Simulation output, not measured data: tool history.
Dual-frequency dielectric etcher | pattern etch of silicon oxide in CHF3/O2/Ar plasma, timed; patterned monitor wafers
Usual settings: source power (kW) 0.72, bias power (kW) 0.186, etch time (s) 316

run,hour,source power (kW),bias power (kW),etch time (s),wafers since the last listed run,hours since the last wet clean,hours since the last source power generator calibration,hours since the last bias power generator calibration,hours since the last upper electrode change,hours since the gauge calibration,"read-back reference wafer on the same gauge, depth_nm",mean etch depth across the wafer (Å)
1,0,0.72,0.186,316,0,37.5,1392.8,3890.4,5353.5,796.9,741.5,6674
2,47.1,0.79,0.186,316,207,84.6,1439.9,3937.5,5400.6,844,740.9,6860
3,77.7,0.79,0.186,316,134,115.2,1470.5,3968.1,5431.2,874.6,741.2,6894
# hour 122.9: source power generator calibrated
4,129.4,0.72,0.186,316,209,166.9,6.5,4019.8,5482.9,926.3,740.1,6737
5,158.7,0.72,0.219,316,128,196.2,35.8,4049.1,5512.2,955.6,741,7407
# hour 214.9: upper electrode replaced
6,219.8,0.72,0.219,316,163,257.3,96.9,4110.2,4.9,1016.7,740.9,7401
7,257.6,0.72,0.219,316,166,295.1,134.7,4148,42.7,1054.5,740.7,7374
8,312.6,0.61,0.186,316,241,350.1,189.7,4203,97.7,1109.5,741.1,6441
9,346.5,0.82,0.169,241,149,384,223.6,4236.9,131.6,1143.4,741.2,5137
10,398.6,0.72,0.215,231.5,229,436.1,275.7,4289,183.7,1195.5,742,5366
11,439.5,0.72,0.186,316,179,477,316.6,4329.9,224.6,1236.4,741,6818
# hour 494.9: wet clean of the chamber
12,495.4,0.81,0.186,386,140,0.5,372.5,4385.8,280.5,1292.3,740.4,8521
13,545.6,0.77,0.156,316,220,50.7,422.7,4436,330.7,1342.5,741.5,6268
# hour 597.6: bias power generator calibrated
14,607.5,0.89,0.213,386,254,112.6,484.6,9.9,392.6,1404.4,740,9475
15,656.4,0.72,0.186,399,214,161.5,533.5,58.8,441.5,1453.3,741.6,8544
# hour 660.4: gauge calibrated
16,699.6,0.72,0.186,316,189,204.7,576.7,102,484.7,39.2,741.9,6737
17,759.4,0.72,0.186,316,262,264.5,636.5,161.8,544.5,99,740.2,6773
18,819.2,0.72,0.186,316,262,324.3,696.3,221.6,604.3,158.8,741.2,6762
19,849.5,0.72,0.158,393,133,354.6,726.6,251.9,634.6,189.1,740.9,7724
20,887.1,0.61,0.186,316,165,392.2,764.2,289.5,672.2,226.7,740.9,6436
21,926.1,0.56,0.208,390,171,431.2,803.2,328.5,711.2,265.7,740.8,8155
22,950.4,0.72,0.159,347,106,455.5,827.5,352.8,735.5,290,741,6855
23,982.1,0.72,0.186,316,139,487.2,859.2,384.5,767.2,321.7,741.4,6794
24,1031.2,0.8,0.229,385.5,215,536.3,908.3,433.6,816.3,370.8,741.3,9603
# hour 1068.1: wet clean of the chamber
25,1087.3,0.72,0.186,316,141,19.2,964.4,489.7,872.4,426.9,740.9,6653
26,1155.9,0.72,0.186,316,301,87.8,1033,558.3,941,495.5,741.2,6659
27,1194.4,0.89,0.186,232.5,169,126.3,1071.5,596.8,979.5,534,741.2,5307
28,1241.8,0.58,0.186,224.5,208,173.7,1118.9,644.2,1026.9,581.4,741.1,4412
29,1288.3,0.87,0.186,316,204,220.2,1165.4,690.7,1073.4,627.9,740.2,7137
30,1351.8,0.59,0.186,258.5,279,283.7,1228.9,754.2,1136.9,691.4,740.8,5163

Forecast each of these 3 alternatives for the next run:
A,1352.3,0.72,0.205,316,2,284.2,1229.4,754.7,1137.4,691.9,?,?
B,1352.3,0.84,0.157,284.5,2,284.2,1229.4,754.7,1137.4,691.9,?,?
C,1352.3,0.55,0.163,386,2,284.2,1229.4,754.7,1137.4,691.9,?,?

run,"read-back reference wafer on the same gauge, depth_nm",mean etch depth across the wafer (Å)
A,740.3,7030
B,740.3,5775
C,740.3,6945
Without the tool's hidden state the same runs would have given:
run,mean etch depth across the wafer (Å)
A,7041
B,5785
C,6957

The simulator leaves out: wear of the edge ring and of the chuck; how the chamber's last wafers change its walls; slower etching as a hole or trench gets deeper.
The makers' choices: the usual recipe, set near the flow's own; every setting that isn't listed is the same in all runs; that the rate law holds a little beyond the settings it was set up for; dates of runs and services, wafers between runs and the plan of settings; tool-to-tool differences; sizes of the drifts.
